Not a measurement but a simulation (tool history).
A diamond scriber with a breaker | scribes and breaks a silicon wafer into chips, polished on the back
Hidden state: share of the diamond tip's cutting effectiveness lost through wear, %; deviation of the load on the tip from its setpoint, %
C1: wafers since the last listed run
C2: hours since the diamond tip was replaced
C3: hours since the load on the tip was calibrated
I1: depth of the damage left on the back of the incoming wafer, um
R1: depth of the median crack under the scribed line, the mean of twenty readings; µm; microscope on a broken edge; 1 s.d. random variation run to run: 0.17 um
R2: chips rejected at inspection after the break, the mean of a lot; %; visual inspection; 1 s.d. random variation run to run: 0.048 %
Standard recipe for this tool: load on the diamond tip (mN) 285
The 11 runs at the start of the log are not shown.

{"run": 12, "day": 20.529, "load on the diamond tip (mN)": 285, "C1": 88, "C2": 209.1, "C3": 189.6, "I1": 0.02, "R1": 7.96, "R2": 1.15}
{"run": 13, "day": 23.117, "load on the diamond tip (mN)": 242, "C1": 98, "C2": 271.2, "C3": 251.7, "I1": 0.04, "R1": 6.87, "R2": 4.22}
{"run": 14, "day": 25.262, "load on the diamond tip (mN)": 242, "C1": 82, "C2": 322.7, "C3": 303.2, "I1": 0.05, "R1": 6.83, "R2": 4.14}
{"run": 15, "day": 30.446, "load on the diamond tip (mN)": 319, "C1": 198, "C2": 447.1, "C3": 427.6, "I1": 0.02, "R1": 8.43, "R2": 1.16}
{"run": 16, "day": 32.538, "load on the diamond tip (mN)": 285, "C1": 79, "C2": 497.3, "C3": 477.8, "I1": 0.03, "R1": 7.58, "R2": 1.37}
{"run": 17, "day": 34.142, "load on the diamond tip (mN)": 285, "C1": 61, "C2": 535.8, "C3": 516.3, "I1": 0.03, "R1": 7.64, "R2": 1.43}
{"run": 18, "day": 36.654, "load on the diamond tip (mN)": 328, "C1": 96, "C2": 596.1, "C3": 576.6, "I1": 0.03, "R1": 9.04, "R2": 1.22}
{"day": 37.633, "done": "diamond tip replaced by a new one"}
{"run": 19, "day": 38.612, "load on the diamond tip (mN)": 212, "C1": 71, "C2": 23.5, "C3": 623.6, "I1": 0.05, "R1": 6.0, "R2": 10.03}
{"run": 20, "day": 40.912, "load on the diamond tip (mN)": 285, "C1": 87, "C2": 78.7, "C3": 678.8, "I1": 0.04, "R1": 7.91, "R2": 1.24}
{"run": 21, "day": 43.0, "load on the diamond tip (mN)": 250, "C1": 79, "C2": 128.8, "C3": 728.9, "I1": 0.02, "R1": 7.1, "R2": 3.39}
{"run": 22, "day": 45.892, "load on the diamond tip (mN)": 360, "C1": 110, "C2": 198.2, "C3": 798.3, "I1": 0.03, "R1": 9.68, "R2": 2.83}
{"run": 23, "day": 48.029, "load on the diamond tip (mN)": 285, "C1": 81, "C2": 249.5, "C3": 849.6, "I1": 0.01, "R1": 7.58, "R2": 1.33}
{"run": 24, "day": 49.742, "load on the diamond tip (mN)": 239, "C1": 65, "C2": 290.6, "C3": 890.7, "I1": 0.04, "R1": 6.51, "R2": 5.85}
{"day": 51.3, "done": "load on the tip recalibrated"}
{"run": 25, "day": 52.162, "load on the diamond tip (mN)": 215, "C1": 89, "C2": 348.7, "C3": 20.7, "I1": 0.02, "R1": 6.17, "R2": 11.63}
{"run": 26, "day": 55.062, "load on the diamond tip (mN)": 311, "C1": 110, "C2": 418.3, "C3": 90.3, "I1": 0.01, "R1": 8.18, "R2": 1.02}
{"run": 27, "day": 57.754, "load on the diamond tip (mN)": 235, "C1": 102, "C2": 482.9, "C3": 154.9, "I1": 0.04, "R1": 6.08, "R2": 7.87}
{"run": 28, "day": 61.904, "load on the diamond tip (mN)": 285, "C1": 158, "C2": 582.5, "C3": 254.5, "I1": 0.01, "R1": 7.4, "R2": 2.18}
{"run": 29, "day": 64.162, "load on the diamond tip (mN)": 353, "C1": 86, "C2": 636.7, "C3": 308.7, "I1": 0.04, "R1": 8.93, "R2": 1.5}
{"run": 30, "day": 65.167, "load on the diamond tip (mN)": 230, "C1": 38, "C2": 660.8, "C3": 332.8, "I1": 0.05, "R1": 6.17, "R2": 9.5}

Branching from run 30: 3 alternative next runs. What would each branch give?
{"run": "A", "day": 65.192, "load on the diamond tip (mN)": 315, "C1": 0, "C2": 661.4, "C3": 333.4, "I1": 0.03, "R1": "?", "R2": "?"}
{"run": "B", "day": 65.192, "load on the diamond tip (mN)": 204, "C1": 0, "C2": 661.4, "C3": 333.4, "I1": 0.03, "R1": "?", "R2": "?"}
{"run": "C", "day": 65.192, "load on the diamond tip (mN)": 226, "C1": 0, "C2": 661.4, "C3": 333.4, "I1": 0.03, "R1": "?", "R2": "?"}

run=A R1=8.10 R2=1.09
run=B R1=5.39 R2=16.54
run=C R1=5.97 R2=10.42
Without the tool's hidden state the same runs would have given:
run=A R1=9.10 R2=1.70
run=B R1=6.06 R2=9.68
run=C R1=6.71 R2=5.10
